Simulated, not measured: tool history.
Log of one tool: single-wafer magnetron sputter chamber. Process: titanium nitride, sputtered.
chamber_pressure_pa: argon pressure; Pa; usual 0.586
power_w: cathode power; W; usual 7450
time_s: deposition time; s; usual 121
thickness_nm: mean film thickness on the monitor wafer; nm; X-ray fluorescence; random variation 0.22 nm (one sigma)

| run | hour | chamber_pressure_pa | power_w | time_s | wafers since the last listed run | wafers on the sputter target | hours since the last manometer calibration | hours since the magnet pack was replaced | hours since the gauge calibration | read-back reference wafer on the same gauge, thickness_nm | thickness_nm |
|---|---|---|---|---|---|---|---|---|---|---|---|
| 1 | 0 | 0.586 | 7450 | 121 | 0 | 2065 | 2424.3 | 4833.9 | 34.6 | 139.033 | 142.925 |
| 2 | 14.2 | 0.586 | 7450 | 121 | 208 | 2273 | 2438.5 | 4848.1 | 48.8 | 138.954 | 142.925 |
| 3 | 24.2 | 0.586 | 7450 | 121 | 146 | 2420 | 2448.5 | 4858.1 | 58.8 | 138.989 | 143.099 |
| 4 | 33.6 | 0.586 | 7450 | 121 | 137 | 2558 | 2457.9 | 4867.5 | 68.2 | 138.902 | 142.795 |
| 5 | 50.9 | 0.586 | 7450 | 121 | 253 | 2811 | 2475.2 | 4884.8 | 85.5 | 138.929 | 142.329 |
|  | 62.4 | capacitance manometer re-zeroed and calibrated |
| 6 | 62.9 | 0.586 | 7450 | 121 | 58 | 2870 | 0.5 | 4896.8 | 97.5 | 138.998 | 142.42 |
| 7 | 73.9 | 0.586 | 7450 | 121 | 161 | 3031 | 11.5 | 4907.8 | 108.5 | 139.035 | 142.486 |
|  | 85.8 | sputter target and shields replaced |
| 8 | 86.3 | 0.586 | 7450 | 121 | 64 | 6 | 23.9 | 4920.2 | 120.9 | 138.939 | 143.768 |
| 9 | 92.3 | 0.586 | 7450 | 121 | 87 | 94 | 29.9 | 4926.2 | 126.9 | 139.052 | 143.546 |
|  | 112.3 | magnet pack replaced |
| 10 | 112.8 | 0.586 | 7450 | 140 | 183 | 278 | 50.4 | 0.5 | 147.4 | 139.058 | 166.167 |
|  | 113.9 | gauge calibrated |
| 11 | 126.3 | 0.586 | 7450 | 113 | 197 | 476 | 63.9 | 14 | 12.4 | 138.971 | 134.087 |
| 12 | 139.5 | 0.722 | 8300 | 133 | 193 | 669 | 77.1 | 27.2 | 25.6 | 139.012 | 165.985 |
| 13 | 150.3 | 0.469 | 8650 | 129 | 158 | 828 | 87.9 | 38 | 36.4 | 138.897 | 183.396 |
| 14 | 160.9 | 0.764 | 7450 | 136 | 155 | 983 | 98.5 | 48.6 | 47 | 139.041 | 151.062 |

The next listed run, before its measurement:
| 15 | 175.7 | 0.586 | 7450 | 121 | 217 | 1200 | 113.3 | 63.4 | 61.8 | ? | ? |

Run 15 gave read-back reference wafer on the same gauge, thickness_nm 139.069, thickness_nm 143.811 nm.
Without the tool's hidden state the same run would have given thickness_nm 144.228 nm.
